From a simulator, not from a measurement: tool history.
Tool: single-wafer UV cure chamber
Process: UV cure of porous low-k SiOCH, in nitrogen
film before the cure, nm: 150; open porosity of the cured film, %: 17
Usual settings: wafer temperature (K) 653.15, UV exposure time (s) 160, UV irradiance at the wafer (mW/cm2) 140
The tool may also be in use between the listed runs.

| run | day | wafer temperature (K) | UV exposure time (s) | UV irradiance at the wafer (mW/cm2) | wafers since the last listed run | hours since the UV bulbs were replaced | wafers since the quartz window was cleaned | loss of film thickness in the cure (%) |
|---|---|---|---|---|---|---|---|---|
| 1 | 0 | 653.15 | 160 | 140 | 0 | 71.9 | 4321 | 9.877 |
| 2 | 3.192 | 653.15 | 160 | 140 | 608 | 148.5 | 4929 | 9.936 |
|  | 4.733 | quartz window cleaned |
| 3 | 5.275 | 653.15 | 160 | 140 | 333 | 198.5 | 103 | 10.342 |
| 4 | 9.112 | 653.15 | 160 | 140 | 731 | 290.6 | 834 | 10.625 |
| 5 | 12.738 | 653.15 | 160 | 140 | 690 | 377.6 | 1524 | 10.395 |
| 6 | 16.458 | 653.15 | 160 | 140 | 708 | 466.9 | 2233 | 10.391 |
| 7 | 20.192 | 653.15 | 160 | 140 | 711 | 556.5 | 2944 | 10.383 |
| 8 | 23.808 | 653.15 | 160 | 140 | 688 | 643.3 | 3633 | 10.206 |
| 9 | 28.108 | 653.15 | 160 | 140 | 819 | 746.5 | 4452 | 9.863 |
| 10 | 32.171 | 653.15 | 160 | 140 | 773 | 844 | 5226 | 9.816 |
| 11 | 33.788 | 653.15 | 160 | 140 | 307 | 882.8 | 5534 | 9.594 |
|  | 35.583 | quartz window cleaned |
| 12 | 37.871 | 653.15 | 160 | 154 | 714 | 980.8 | 435 | 10.637 |
| 13 | 42.333 | 653.15 | 160 | 110 | 850 | 1087.9 | 1285 | 9.366 |
| 14 | 45.9 | 653.15 | 160 | 110 | 679 | 1173.5 | 1964 | 9.039 |
| 15 | 49.188 | 668.15 | 160 | 140 | 626 | 1252.4 | 2591 | 10.082 |
| 16 | 60.592 | 668.15 | 160 | 140 | 2172 | 1526.1 | 4763 | 9.738 |
|  | 63.317 | quartz window cleaned |
| 17 | 63.838 | 668.15 | 160 | 140 | 554 | 1604 | 99 | 10.495 |
| 18 | 67.025 | 653.15 | 160 | 140 | 607 | 1680.5 | 706 | 9.936 |
| 19 | 69.246 | 653.15 | 160 | 140 | 423 | 1733.8 | 1129 | 10.05 |
| 20 | 71.188 | 653.15 | 160 | 140 | 369 | 1780.4 | 1499 | 9.962 |
| 21 | 73.592 | 653.15 | 160 | 140 | 458 | 1838.1 | 1957 | 9.985 |
| 22 | 76.367 | 664.15 | 160 | 177 | 528 | 1904.7 | 2485 | 10.919 |
| 23 | 79.525 | 653.15 | 210 | 140 | 601 | 1980.5 | 3087 | 10.767 |
| 24 | 92.85 | 653.15 | 160 | 140 | 2538 | 2300.3 | 5626 | 8.65 |
|  | 93.188 | quartz window cleaned |
|  | 93.846 | UV bulbs replaced |
| 25 | 96.488 | 643.15 | 160 | 158 | 565 | 63.4 | 565 | 10.686 |
| 26 | 103.179 | 653.15 | 160 | 140 | 1274 | 224 | 1840 | 10.672 |
| 27 | 105.871 | 653.15 | 160 | 158 | 512 | 288.6 | 2352 | 10.861 |
| 28 | 108.196 | 662.15 | 160 | 140 | 442 | 344.4 | 2795 | 10.474 |
| 29 | 112.288 | 653.15 | 160 | 104 | 779 | 442.6 | 3575 | 9.201 |
| 30 | 114.767 | 653.15 | 160 | 114 | 472 | 502.1 | 4047 | 9.416 |
| 31 | 118.642 | 653.15 | 160 | 140 | 738 | 595.1 | 4785 | 9.747 |

The next listed run, before its measurement:
| 32 | 120.233 | 668.15 | 160 | 140 | 303 | 633.3 | 5089 | ? |

Run 32 gave loss of film thickness in the cure (%) 10.138.
Without the tool's hidden state the same run would have given loss of film thickness in the cure (%) 11.049.

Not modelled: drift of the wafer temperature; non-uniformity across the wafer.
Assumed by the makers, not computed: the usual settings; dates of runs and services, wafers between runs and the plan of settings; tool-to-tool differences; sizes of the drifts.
